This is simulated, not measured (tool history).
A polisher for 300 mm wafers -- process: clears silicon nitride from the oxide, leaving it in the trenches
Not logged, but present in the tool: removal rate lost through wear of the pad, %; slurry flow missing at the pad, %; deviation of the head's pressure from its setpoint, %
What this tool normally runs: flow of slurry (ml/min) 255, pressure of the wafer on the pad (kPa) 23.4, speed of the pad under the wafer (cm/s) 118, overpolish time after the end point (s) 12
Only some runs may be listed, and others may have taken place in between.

| run | day | flow of slurry (ml/min) | pressure of the wafer on the pad (kPa) | speed of the pad under the wafer (cm/s) | overpolish time after the end point (s) | wafers since the last listed run | wafers polished on this pad | hours since the slurry nozzle was cleaned | hours since the head pressure was calibrated | incoming thickness of the incoming film, nm | time until the end point was called (s) |
|---|---|---|---|---|---|---|---|---|---|---|---|
| 1 | 0 | 255 | 23.4 | 118 | 12 | 0 | 1679 | 43.3 | 326.7 | 148.9 | 96.2 |
|  | 1.775 | worn pad replaced by a new one |
| 2 | 2.921 | 255 | 23.4 | 118 | 12 | 588 | 244 | 113.4 | 396.8 | 150.7 | 91.7 |
|  | 6.558 | slurry nozzle cleaned |
| 3 | 7 | 255 | 23.4 | 118 | 12 | 862 | 1107 | 10.6 | 494.7 | 148.4 | 90.5 |
|  | 9.925 | worn pad replaced by a new one |
| 4 | 9.946 | 255 | 23.4 | 118 | 12 | 593 | 4 | 81.3 | 565.4 | 150.6 | 86.6 |
| 5 | 13.112 | 255 | 23.4 | 118 | 12 | 676 | 680 | 157.3 | 641.4 | 150.1 | 90.6 |
|  | 15.196 | slurry nozzle cleaned |
|  | 15.575 | head pressure recalibrated |
| 6 | 17.25 | 255 | 23.4 | 118 | 12 | 857 | 1537 | 49.3 | 40.2 | 152.2 | 102.9 |
|  | 19.533 | worn pad replaced by a new one |
| 7 | 21.4 | 255 | 23.4 | 118 | 12 | 850 | 398 | 148.9 | 139.8 | 147.4 | 93.5 |
| 8 | 24.404 | 255 | 23.4 | 118 | 12 | 641 | 1040 | 221 | 211.9 | 149.8 | 98.3 |
|  | 25.212 | slurry nozzle cleaned |
| 9 | 27.279 | 290 | 30.3 | 118 | 12 | 605 | 1645 | 49.6 | 280.9 | 148.3 | 74.6 |
|  | 28.383 | worn pad replaced by a new one |
| 10 | 29.1 | 255 | 28.3 | 104 | 12 | 353 | 153 | 93.3 | 324.6 | 150.6 | 83.3 |
| 11 | 30.846 | 255 | 31 | 78 | 15 | 372 | 526 | 135.2 | 366.5 | 150.5 | 105.4 |
|  | 35.092 | slurry nozzle cleaned |
| 12 | 35.162 | 255 | 23.4 | 118 | 12 | 913 | 1439 | 1.7 | 470.1 | 153.1 | 96.1 |
|  | 36.321 | worn pad replaced by a new one |
| 13 | 37.625 | 255 | 18.6 | 118 | 12 | 490 | 278 | 60.8 | 529.2 | 151.4 | 111.6 |
| 14 | 41.983 | 305 | 30.3 | 118 | 17 | 931 | 1209 | 165.4 | 633.8 | 150.4 | 72.1 |
|  | 44.492 | slurry nozzle cleaned |
|  | 44.879 | worn pad replaced by a new one |
| 15 | 45.529 | 255 | 29 | 118 | 5 | 712 | 138 | 24.9 | 718.9 | 149.2 | 69.6 |

4 ways to go on from here, each from the tool as it stands after run 15. What would each give?
| A | 45.55 | 255 | 23.4 | 118 | 6 | 4 | 143 | 25.4 | 719.4 | 151.1 | ? |
| B | 45.55 | 255 | 23.4 | 118 | 5 | 4 | 143 | 25.4 | 719.4 | 151.1 | ? |
| C | 45.55 | 255 | 26.9 | 100 | 19 | 4 | 143 | 25.4 | 719.4 | 151.1 | ? |
| D | 45.55 | 255 | 23.4 | 118 | 16 | 4 | 143 | 25.4 | 719.4 | 151.1 | ? |

| run | time until the end point was called (s) |
|---|---|
| A | 86.2 |
| B | 86.2 |
| C | 88.7 |
| D | 86.2 |
With no hidden state in the tool, these same runs would have given:
| run | time until the end point was called (s) |
|---|---|
| A | 91.7 |
| B | 91.7 |
| C | 94.4 |
| D | 91.7 |
